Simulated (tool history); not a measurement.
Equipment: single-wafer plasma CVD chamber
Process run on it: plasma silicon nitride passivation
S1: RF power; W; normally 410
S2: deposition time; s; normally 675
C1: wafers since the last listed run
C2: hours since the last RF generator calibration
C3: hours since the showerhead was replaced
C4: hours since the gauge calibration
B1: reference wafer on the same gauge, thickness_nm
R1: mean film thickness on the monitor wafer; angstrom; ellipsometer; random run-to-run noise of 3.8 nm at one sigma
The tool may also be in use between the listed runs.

run    hour   S1   S2   C1     C2      C3      C4       B1        R1
  1     0.0  410  675    0  680.1  4181.1   420.0  899.353   8853.15
  2    73.6  410  675  218  753.7  4254.7   493.6  899.201   8864.72
  3   115.6  410  568  124  795.7  4296.7   535.6  899.012   7479.08
      370.9  -- RF generator calibrated
  4   428.2  410  675  903   57.3  4609.3   848.2  898.362   8934.53
  5   531.7  410  675  306  160.8  4712.8   951.7  898.917   8989.63
  6   578.1  410  675  137  207.2  4759.2   998.1  898.360   8964.97
  7   628.5  410  675  149  257.6  4809.6  1048.5  898.773   8973.22
  8   718.6  410  675  267  347.7  4899.7  1138.6  899.171   8923.92
  9   777.5  410  675  174  406.6  4958.6  1197.5  900.203   8848.71
      858.5  -- showerhead replaced
 10   859.0  330  546  217  488.1     0.5  1279.0  898.956   6736.18
 11   916.4  350  793  170  545.5    57.9  1336.4  898.103   9986.35
     1109.6  -- gauge calibrated
 12  1183.7  410  675  792  812.8   325.2    74.1  899.697   8850.12
 13  1282.8  410  675  293  911.9   424.3   173.2  899.660   8846.05
 14  1336.5  485  740  159  965.6   478.0   226.9  898.778  10046.00
     1346.5  -- RF generator calibrated
 15  1377.7  370  675   98   31.2   519.2   268.1  899.827   8793.47
 16  1422.9  410  675  134   76.4   564.4   313.3  899.391   8981.70
 17  1530.4  435  639  318  183.9   671.9   420.8  898.283   8660.35
 18  1635.7  490  780  312  289.2   777.2   526.1  898.683  10868.09
 19  1737.3  410  675  301  390.8   878.8   627.7  899.039   8915.66

Branching from run 19: 4 alternative next runs. What would each branch give?
  A  1737.9  360  675   1  391.4  879.4  628.3   ?   ?
  B  1737.9  345  675   1  391.4  879.4  628.3   ?   ?
  C  1737.9  410  628   1  391.4  879.4  628.3   ?   ?
  D  1737.9  360  795   1  391.4  879.4  628.3   ?   ?

run       B1        R1
  A  898.717   8621.69
  B  898.717   8527.34
  C  898.717   8298.87
  D  898.717  10154.43
With no hidden state in the tool, these same runs would have given:
run        R1
  A   8778.16
  B   8682.10
  C   8449.48
  D  10338.72
